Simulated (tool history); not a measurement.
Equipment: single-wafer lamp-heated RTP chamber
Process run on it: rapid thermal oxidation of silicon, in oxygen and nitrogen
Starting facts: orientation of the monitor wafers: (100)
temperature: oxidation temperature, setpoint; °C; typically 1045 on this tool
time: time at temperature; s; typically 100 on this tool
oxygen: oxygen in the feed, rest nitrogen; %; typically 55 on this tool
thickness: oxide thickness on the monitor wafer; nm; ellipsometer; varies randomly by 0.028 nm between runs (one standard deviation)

run,day,temperature,time,oxygen,"read-back reference wafer on the same gauge, thickness",thickness
1,0,1045,100,55,8.732,8.237
2,0.671,1045,100,55,8.723,8.266
3,1.933,1045,100,55,8.729,8.281
4,3.021,1045,100,55,8.71,8.282
5,3.7,1045,100,55,8.713,8.337
6,5.008,1045,100,47,8.726,7.882
7,6.121,1045,68,55,8.718,6.992
8,6.921,1045,100,55,8.716,8.327
9,7.446,1045,100,55,8.725,8.382
10,8.025,1045,100,55,8.727,8.385
# day 11.117: gauge calibrated
11,11.758,1045,125,67,8.72,10.046

Expected results for the next run?
12,12.671,1045,100,55,?,?

Run 12 came out at read-back reference wafer on the same gauge, thickness 8.719, thickness 8.428 nm.
Were there no unlogged condition in the tool, this run, its random variation unchanged, would have produced thickness 8.105 nm.
